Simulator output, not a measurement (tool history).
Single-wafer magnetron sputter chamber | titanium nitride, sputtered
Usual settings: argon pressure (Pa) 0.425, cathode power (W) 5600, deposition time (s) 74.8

run    hour  argon pressure (Pa)  cathode power (W)  deposition time (s)  wafers since the last listed run  wafers on the sputter target  hours since the last manometer calibration  hours since the magnet pack was replaced  hours since the gauge calibration  read-back reference wafer on the same gauge, thickness_nm  mean film thickness on the monitor wafer (angstrom)
  1     0.0                0.425               5600                 74.8                                 0                          4463                                       430.6                                    4622.9                              182.6                                                     73.539                                               655.59
  2    66.9                0.425               5600                 74.8                              1246                          5709                                       497.5                                    4689.8                              249.5                                                     73.520                                               652.39
      123.6  -- sputter target and shields replaced
  3   124.1                0.425               5600                 74.8                               916                             9                                       554.7                                    4747.0                              306.7                                                     73.514                                               684.10
  4   158.7                0.490               5600                 74.8                               644                           654                                       589.3                                    4781.6                              341.3                                                     73.489                                               665.91
  5   204.8                0.490               5600                 74.8                               858                          1513                                       635.4                                    4827.7                              387.4                                                     73.460                                               654.61
  6   256.1                0.490               5600                 74.8                               955                          2469                                       686.7                                    4879.0                              438.7                                                     73.544                                               649.42
  7   281.0                0.425               5600                 74.8                               463                          2933                                       711.6                                    4903.9                              463.6                                                     73.489                                               664.53
  8   352.4                0.425               5600                 74.8                              1330                          4263                                       783.0                                    4975.3                              535.0                                                     73.404                                               662.29
  9   387.3                0.425               5600                 74.8                               650                          4914                                       817.9                                    5010.2                              569.9                                                     73.422                                               658.13
 10   413.2                0.425               5600                 74.8                               482                          5396                                       843.8                                    5036.1                              595.8                                                     73.505                                               655.85
 11   477.5                0.425               5600                 74.8                              1198                          6594                                       908.1                                    5100.4                              660.1                                                     73.522                                               654.92
      487.6  -- sputter target and shields replaced
 12   507.7                0.425               5600                 74.8                               413                           375                                       938.3                                    5130.6                              690.3                                                     73.528                                               681.26
 13   549.0                0.470               5600                 74.8                               769                          1144                                       979.6                                    5171.9                              731.6                                                     73.580                                               665.19
 14   601.9                0.470               5600                 74.8                               985                          2130                                      1032.5                                    5224.8                              784.5                                                     73.504                                               657.08
 15   665.7                0.425               5600                 74.8                              1188                          3319                                      1096.3                                    5288.6                              848.3                                                     73.519                                               662.04
      685.7  -- capacitance manometer re-zeroed and calibrated
 16   760.8                0.425               5600                 74.8                              1622                          4942                                        75.1                                    5383.7                              943.4                                                     73.562                                               655.37
 17   829.5                0.425               5600                 74.8                              1280                          6222                                       143.8                                    5452.4                             1012.1                                                     73.567                                               654.68
      855.1  -- sputter target and shields replaced
 18   900.1                0.469               4950                 88.0                              1166                           838                                       214.4                                    5523.0                             1082.7                                                     73.488                                               707.39
 19   952.7                0.526               6650                 74.8                               980                          1818                                       267.0                                    5575.6                             1135.3                                                     73.483                                               754.85
 20   980.6                0.550               4850                 82.1                               519                          2338                                       294.9                                    5603.5                             1163.2                                                     73.499                                               629.45
 21  1025.4                0.425               4850                 74.8                               834                          3172                                       339.7                                    5648.3                             1208.0                                                     73.425                                               589.13
     1072.7  -- magnet pack replaced
 22  1085.9                0.357               5600                 74.8                               978                          4151                                       400.2                                      13.2                             1268.5                                                     73.459                                               673.93
 23  1110.5                0.425               6800                 74.8                               458                          4609                                       424.8                                      37.8                             1293.1                                                     73.519                                               775.85
 24  1168.8                0.425               5600                 74.8                              1086                          5695                                       483.1                                      96.1                             1351.4                                                     73.478                                               654.71
     1175.4  -- gauge calibrated
     1179.8  -- sputter target and shields replaced
 25  1235.2                0.425               5600                 74.8                              1088                          1031                                       549.5                                     162.5                               59.8                                                     73.544                                               669.47
 26  1287.8                0.591               6600                 67.5                               980                          2011                                       602.1                                     215.1                              112.4                                                     73.484                                               655.73
 27  1344.2                0.425               5600                 81.5                              1050                          3062                                       658.5                                     271.5                              168.8                                                     73.491                                               714.74
 28  1551.8                0.425               5600                 74.8                              3868                          6930                                       866.1                                     479.1                              376.4                                                     73.455                                               650.90
     1563.1  -- sputter target and shields replaced
 29  1616.9                0.425               5600                 74.8                              1063                          1002                                       931.2                                     544.2                              441.5                                                     73.454                                               674.91
 30  1652.7                0.357               5600                 74.8                               667                          1669                                       967.0                                     580.0                              477.3                                                     73.531                                               688.08
 31  1678.9                0.425               5600                 74.8                               488                          2158                                       993.2                                     606.2                              503.5                                                     73.440                                               667.47
     1696.9  -- capacitance manometer re-zeroed and calibrated
 32  1733.9                0.276               4700                 66.1                               875                          3033                                        37.0                                     661.2                              558.5                                                     73.434                                               528.97
 33  1789.5                0.425               5600                 79.5                              1036                          4069                                        92.6                                     716.8                              614.1                                                     73.444                                               703.44
 34  1818.0                0.425               5100                 82.1                               531                          4600                                       121.1                                     745.3                              642.6                                                     73.582                                               670.29

How the hidden state differs across the entries between the runs, from the last listed run before each to the first after it:
Between runs 2 and 3: sputter target and shields replaced (hour 123.6)
  deposition rate above that of a new target (%): -4.58 -> -0.136
  measured less the result without the state, mean film thickness on the monitor wafer (angstrom): -31.30 -> -0.94
Between runs 11 and 12: sputter target and shields replaced (hour 487.6)
  deposition rate above that of a new target (%): -4.47 -> -1.23
  measured less the result without the state, mean film thickness on the monitor wafer (angstrom): -30.63 -> -8.51
Between runs 15 and 16: capacitance manometer re-zeroed and calibrated (hour 685.7)
  deposition rate above that of a new target (%): -4.05 -> -4.65
  measured less the result without the state, mean film thickness on the monitor wafer (angstrom): -27.95 -> -31.98
Between runs 17 and 18: sputter target and shields replaced (hour 855.1)
  deposition rate above that of a new target (%): -4.88 -> -1.59
  measured less the result without the state, mean film thickness on the monitor wafer (angstrom): -33.57 -> -11.46
Between runs 21 and 22: magnet pack replaced (hour 1072.7)
  deposition rate above that of a new target (%): -3.63 -> -4.09
  measured less the result without the state, mean film thickness on the monitor wafer (angstrom): -22.22 -> -28.77
Between runs 24 and 25: gauge calibrated (hour 1175.4); sputter target and shields replaced (hour 1179.8)
  deposition rate above that of a new target (%): -4.46 -> -2.44
  measured less the result without the state, mean film thickness on the monitor wafer (angstrom): -30.53 -> -16.77
Between runs 28 and 29: sputter target and shields replaced (hour 1563.1)
  deposition rate above that of a new target (%): -5.2 -> -1.71
  measured less the result without the state, mean film thickness on the monitor wafer (angstrom): -35.67 -> -11.74
Between runs 31 and 32: capacitance manometer re-zeroed and calibrated (hour 1696.9)
  deposition rate above that of a new target (%): -2.88 -> -3.54
  measured less the result without the state, mean film thickness on the monitor wafer (angstrom): -19.81 -> -19.39
